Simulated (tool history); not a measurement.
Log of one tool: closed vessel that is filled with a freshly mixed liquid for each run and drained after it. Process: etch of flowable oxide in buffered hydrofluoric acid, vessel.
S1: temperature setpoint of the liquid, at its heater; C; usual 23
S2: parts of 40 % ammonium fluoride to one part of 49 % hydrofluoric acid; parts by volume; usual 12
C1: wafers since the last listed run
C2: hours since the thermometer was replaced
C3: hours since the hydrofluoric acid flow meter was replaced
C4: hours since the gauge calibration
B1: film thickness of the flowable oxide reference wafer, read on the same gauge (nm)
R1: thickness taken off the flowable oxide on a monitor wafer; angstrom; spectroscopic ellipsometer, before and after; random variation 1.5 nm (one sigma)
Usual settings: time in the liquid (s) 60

run 1 day=0 | S1=23 S2=11 time_in_the_liquid_(s)=60 | C1=0 C2=1939.6 C3=471.8 C4=1236.9 | B1=66 | R1=2881.2
run 2 day=1.883 | S1=23 S2=11 time_in_the_liquid_(s)=60 | C1=3713 C2=1984.8 C3=517 C4=1282.1 | B1=66.02 | R1=2862.3
-- day=2.621 gauge calibrated
run 3 day=4.383 | S1=23 S2=11 time_in_the_liquid_(s)=60 | C1=4928 C2=2044.8 C3=577 C4=42.3 | B1=69.66 | R1=3029
run 4 day=7.083 | S1=23 S2=9.5 time_in_the_liquid_(s)=60 | C1=5323 C2=2109.6 C3=641.8 C4=107.1 | B1=69.16 | R1=3404.5
run 5 day=8.921 | S1=23 S2=9.5 time_in_the_liquid_(s)=60 | C1=3622 C2=2153.7 C3=685.9 C4=151.2 | B1=68.87 | R1=3437.7
run 6 day=10.242 | S1=23 S2=8.5 time_in_the_liquid_(s)=60 | C1=2604 C2=2185.4 C3=717.6 C4=182.9 | B1=68.69 | R1=3751
run 7 day=13.008 | S1=23 S2=14 time_in_the_liquid_(s)=60 | C1=5454 C2=2251.8 C3=784 C4=249.3 | B1=68.37 | R1=2347.9
run 8 day=15.708 | S1=26 S2=10 time_in_the_liquid_(s)=60 | C1=5323 C2=2316.6 C3=848.8 C4=314.1 | B1=68 | R1=3843.2
run 9 day=18.25 | S1=26 S2=10 time_in_the_liquid_(s)=60 | C1=5011 C2=2377.6 C3=909.8 C4=375.1 | B1=67.83 | R1=3803.3
run 10 day=21.117 | S1=26 S2=10 time_in_the_liquid_(s)=60 | C1=5651 C2=2446.4 C3=978.6 C4=443.9 | B1=67.55 | R1=3799
run 11 day=27.421 | S1=23 S2=12 time_in_the_liquid_(s)=60 | C1=12428 C2=2597.7 C3=1129.9 C4=595.2 | B1=67.15 | R1=2691
-- day=28.658 hydrofluoric acid flow meter replaced
run 12 day=29.079 | S1=23 S2=12 time_in_the_liquid_(s)=60 | C1=3187 C2=2637.5 C3=10.1 C4=635 | B1=67.13 | R1=2689.5
-- day=29.258 thermometer replaced
run 13 day=32.008 | S1=23 S2=12 time_in_the_liquid_(s)=60 | C1=5692 C2=66 C3=80.4 C4=705.3 | B1=66.96 | R1=2701.9
run 14 day=33.996 | S1=23 S2=12 time_in_the_liquid_(s)=60 | C1=3918 C2=113.7 C3=128.1 C4=753 | B1=66.91 | R1=2685
run 15 day=35.346 | S1=20 S2=15.5 time_in_the_liquid_(s)=60 | C1=2661 C2=146.1 C3=160.5 C4=785.4 | B1=66.88 | R1=1756.6
run 16 day=37.142 | S1=23 S2=8.5 time_in_the_liquid_(s)=60 | C1=3540 C2=189.2 C3=203.6 C4=828.5 | B1=66.78 | R1=3627.8
run 17 day=39.917 | S1=23 S2=12 time_in_the_liquid_(s)=60 | C1=5471 C2=255.8 C3=270.2 C4=895.1 | B1=66.73 | R1=2676.3
run 18 day=42.888 | S1=23 S2=12 time_in_the_liquid_(s)=60 | C1=5857 C2=327.1 C3=341.5 C4=966.4 | B1=66.66 | R1=2679.8
run 19 day=44.921 | S1=26 S2=12 time_in_the_liquid_(s)=80 | C1=4008 C2=375.9 C3=390.3 C4=1015.2 | B1=66.61 | R1=4186.7
run 20 day=47.888 | S1=23 S2=12 time_in_the_liquid_(s)=60 | C1=5848 C2=447.1 C3=461.5 C4=1086.4 | B1=66.55 | R1=2646.2
run 21 day=49.233 | S1=25 S2=14.5 time_in_the_liquid_(s)=45 | C1=2653 C2=479.4 C3=493.8 C4=1118.7 | B1=66.5 | R1=1846.4
-- day=50.442 gauge calibrated
run 22 day=50.633 | S1=24.5 S2=12 time_in_the_liquid_(s)=70 | C1=2760 C2=513 C3=527.4 C4=4.6 | B1=70.49 | R1=3576.3
run 23 day=56.925 | S1=28 S2=14.5 time_in_the_liquid_(s)=85 | C1=12404 C2=664 C3=678.4 C4=155.6 | B1=69.42 | R1=4279.1
run 24 day=59.904 | S1=23 S2=12 time_in_the_liquid_(s)=60 | C1=5873 C2=735.5 C3=749.9 C4=227.1 | B1=69.02 | R1=2778.2
run 25 day=62.708 | S1=23 S2=7.5 time_in_the_liquid_(s)=80 | C1=5528 C2=802.8 C3=817.2 C4=294.4 | B1=68.68 | R1=5651.9
run 26 day=65.571 | S1=23 S2=10 time_in_the_liquid_(s)=60 | C1=5643 C2=871.5 C3=885.9 C4=363.1 | B1=68.4 | R1=3315.2
run 27 day=67.367 | S1=21.5 S2=12 time_in_the_liquid_(s)=30 | C1=3540 C2=914.6 C3=929 C4=406.2 | B1=68.24 | R1=1253.9
run 28 day=68.408 | S1=19 S2=10.5 time_in_the_liquid_(s)=30 | C1=2053 C2=939.6 C3=954 C4=431.2 | B1=68.2 | R1=1240.7
run 29 day=75.725 | S1=23 S2=12 time_in_the_liquid_(s)=60 | C1=14425 C2=1115.2 C3=1129.6 C4=606.8 | B1=67.7 | R1=2730.8
-- day=76.562 hydrofluoric acid flow meter replaced
run 30 day=77.779 | S1=18.5 S2=14 time_in_the_liquid_(s)=60 | C1=3967 C2=1164.5 C3=29.2 C4=656.1 | B1=67.6 | R1=1821.7
run 31 day=79.208 | S1=23 S2=8 time_in_the_liquid_(s)=95 | C1=2817 C2=1198.8 C3=63.5 C4=690.4 | B1=67.53 | R1=6224.6
run 32 day=80.608 | S1=20 S2=15.5 time_in_the_liquid_(s)=60 | C1=2760 C2=1232.4 C3=97.1 C4=724 | B1=67.49 | R1=1780.1

Hidden state or all else? Some run-to-run changes of R1, split into what the settings, what came in and random variation would give without the hidden state, and what is left for the hidden state (with any gauge scatter that isn't in both results):
The hidden state here: liquid hotter than its thermometer reads (K); hydrofluoric acid flow above the setpoint (%); gauge reads high (%).
Run 2 -> 3: gauge calibrated. R1 +166.7 angstrom: hidden state +157.6, all else +9.1.
Run 24 -> 25: S2 12 -> 7.5, time in the liquid (s) 60 -> 80. R1 +2873.7 angstrom: hidden state -67.9, all else +2941.6.
Run 30 -> 31: S1 18.5 -> 23, S2 14 -> 8, time in the liquid (s) 60 -> 95. R1 +4402.9 angstrom: hidden state -161.1, all else +4564.
Run 31 -> 32: S1 23 -> 20, S2 8 -> 15.5, time in the liquid (s) 95 -> 60. R1 -4444.5 angstrom: hidden state +159.4, all else -4603.9.

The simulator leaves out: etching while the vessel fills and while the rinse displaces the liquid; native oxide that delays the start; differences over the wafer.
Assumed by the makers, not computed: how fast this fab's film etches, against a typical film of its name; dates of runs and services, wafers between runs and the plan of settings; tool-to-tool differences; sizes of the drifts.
